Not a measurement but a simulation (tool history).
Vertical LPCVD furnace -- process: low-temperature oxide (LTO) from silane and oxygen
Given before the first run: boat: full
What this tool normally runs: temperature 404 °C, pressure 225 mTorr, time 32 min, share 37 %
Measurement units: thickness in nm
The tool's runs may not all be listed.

run	hour	temperature	pressure	time	share	wafers since the last listed run	hours since the last temperature calibration	hours since the pressure gauge was zeroed	hours since the silane flow controller was replaced	hours since the gauge calibration	read-back reference wafer on the same gauge, thickness	thickness
1	0	404	225	32	37	0	2689.4	2919.5	1303.1	500.1	260.16	294.98
2	100.3	404	225	32	37	1734	2789.7	3019.8	1403.4	600.4	259.84	295.89
3	179.9	404	225	32	37	1376	2869.3	3099.4	1483	680	260.08	295.78
4	243.1	404	225	32	37	1092	2932.5	3162.6	1546.2	743.2	260.01	298.06
5	302.2	404	225	32	37	1022	2991.6	3221.7	1605.3	802.3	260.07	297.16
6	395.9	412	225	32	41	1620	3085.3	3315.4	1699	896	259.96	366.44
7	493.9	412	225	32	41	1694	3183.3	3413.4	1797	994	259.98	366.37
8	572.5	412	225	32	41	1359	3261.9	3492	1875.6	1072.6	259.99	366.03
9	616.2	404	225	32	37	755	3305.6	3535.7	1919.3	1116.3	259.91	296.94
10	680	404	225	32	37	1103	3369.4	3599.5	1983.1	1180.1	259.91	297.18
# hour 746.1: thermocouples replaced and temperature profile calibrated
11	746.6	404	225	32	37	736	0.5	3666.1	2049.7	1246.7	260.01	292.86
# hour 946.2: pressure gauge zeroed
12	946.7	404	225	32	42	3045	200.6	0.5	2249.8	1446.8	260.12	341.04
13	1027.6	404	225	32	32	1399	281.5	81.4	2330.7	1527.7	259.99	240.54
14	1105.1	404	225	32	37	1340	359	158.9	2408.2	1605.2	260.12	293.16
# hour 1185.3: silane flow controller replaced
15	1193.1	404	225	32	37	1106	447	246.9	7.8	1693.2	259.9	292.55
16	1272.5	396	265	32	34	1373	526.4	326.3	87.2	1772.6	259.76	280.53
17	1378.7	404	225	32	37	1836	632.6	432.5	193.4	1878.8	260.07	292.87
18	1449	410	260	26	37	1215	702.9	502.8	263.7	1949.1	260.11	294.97
19	1514.3	410	210	21.5	44	1129	768.2	568.1	329	2014.4	259.85	238.94
20	1597.5	393	270	23.5	37	1438	851.4	651.3	412.2	2097.6	259.93	228.08
21	1681.5	392	205	39.5	41	1452	935.4	735.3	496.2	2181.6	260.1	328.26
# hour 1703.5: gauge calibrated
22	1723.4	413	190	20	44	724	977.3	777.2	538.1	19.9	260.03	206.56
23	1802.4	398	180	37	37	1366	1056.3	856.2	617.1	98.9	260.04	253.85
24	1905	408	225	37	37	1774	1158.9	958.8	719.7	201.5	260.03	354.48
25	1968	404	225	32	37	1089	1221.9	1021.8	782.7	264.5	260.12	294.61
26	2027.5	404	280	32	37	1028	1281.4	1081.3	842.2	324	259.93	364.69
27	2072.5	404	225	32	37	778	1326.4	1126.3	887.2	369	259.89	293.32
28	2137.5	404	225	32	37	1124	1391.4	1191.3	952.2	434	259.93	292.12
29	2184.7	404	225	32	37	816	1438.6	1238.5	999.4	481.2	260.06	293.06
30	2294.5	404	225	26.5	37	1898	1548.4	1348.3	1109.2	591	259.85	242.98

Branching from run 30: 3 alternative next runs. What would each branch give?
A	2298.9	416	225	32	37	76	1552.8	1352.7	1113.6	595.4	?	?
B	2298.9	399	225	32	30	76	1552.8	1352.7	1113.6	595.4	?	?
C	2298.9	412	270	28	37	76	1552.8	1352.7	1113.6	595.4	?	?

run	read-back reference wafer on the same gauge, thickness	thickness
A	260.06	334.95
B	260.06	208.25
C	260.06	337
Take away the tool's hidden state, keep each run's random variation, and the runs would have read:
run	thickness
A	333.42
B	207.18
C	335.43

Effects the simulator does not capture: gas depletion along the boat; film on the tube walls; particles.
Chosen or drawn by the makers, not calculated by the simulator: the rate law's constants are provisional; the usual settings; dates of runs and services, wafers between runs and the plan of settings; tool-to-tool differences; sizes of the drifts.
